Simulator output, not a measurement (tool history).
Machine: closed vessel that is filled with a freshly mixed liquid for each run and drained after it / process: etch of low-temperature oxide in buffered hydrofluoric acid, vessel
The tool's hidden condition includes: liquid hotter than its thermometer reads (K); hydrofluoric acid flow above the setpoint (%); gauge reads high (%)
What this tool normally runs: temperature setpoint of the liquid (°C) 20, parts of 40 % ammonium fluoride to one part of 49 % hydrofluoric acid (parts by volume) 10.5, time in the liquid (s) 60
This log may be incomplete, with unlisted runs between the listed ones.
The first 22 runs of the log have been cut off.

run	day	temperature setpoint of the liquid (°C)	parts of 40 % ammonium fluoride to one part of 49 % hydrofluoric acid (parts by volume)	time in the liquid (s)	wafers since the last listed run	hours since the thermometer was replaced	hours since the hydrofluoric acid flow meter was replaced	hours since the gauge calibration	read-back film thickness of the low-temperature oxide reference wafer, read on the same gauge (nm)	thickness taken off the low-temperature oxide on a monitor wafer (nm)
23	24.325	24	10.5	60	2277	382.1	415.9	269.7	49.99	209.1
24	25.638	22	10.5	60	3756	413.6	447.4	301.2	49.99	184.77
25	26.329	20	10.5	60	1979	430.2	464	317.8	50	167.1
26	27.738	20	10.5	40	4030	464	497.8	351.6	49.98	112.17
27	29.212	17	13.5	60	4221	499.4	533.2	387	49.96	111.8
28	30.221	23	10.5	70	2885	523.6	557.4	411.2	49.98	233.1
29	31.475	20	10.5	60	3589	553.7	587.5	441.3	50	168.4
30	32.262	24	9	35	2253	572.6	606.4	460.2	50.03	136.93
31	33.429	20	7	35	3338	600.6	634.4	488.2	49.97	144.52
32	34.042	18	7.5	75	1752	615.3	649.1	502.9	49.98	255.3

4 ways to go on from here, each from the tool as it stands after run 32. What would each give?
A	34.071	20	7.5	60	83	616	649.8	503.6	?	?
B	34.071	20	12	60	83	616	649.8	503.6	?	?
C	34.071	18.5	8	45	83	616	649.8	503.6	?	?
D	34.071	17	12	35	83	616	649.8	503.6	?	?

run	read-back film thickness of the low-temperature oxide reference wafer, read on the same gauge (nm)	thickness taken off the low-temperature oxide on a monitor wafer (nm)
A	49.98	231.78
B	49.98	148.99
C	49.98	149.03
D	49.98	73.38
What these runs would have given with no unlogged condition in the tool:
run	thickness taken off the low-temperature oxide on a monitor wafer (nm)
A	226.15
B	145.37
C	145.38
D	71.56

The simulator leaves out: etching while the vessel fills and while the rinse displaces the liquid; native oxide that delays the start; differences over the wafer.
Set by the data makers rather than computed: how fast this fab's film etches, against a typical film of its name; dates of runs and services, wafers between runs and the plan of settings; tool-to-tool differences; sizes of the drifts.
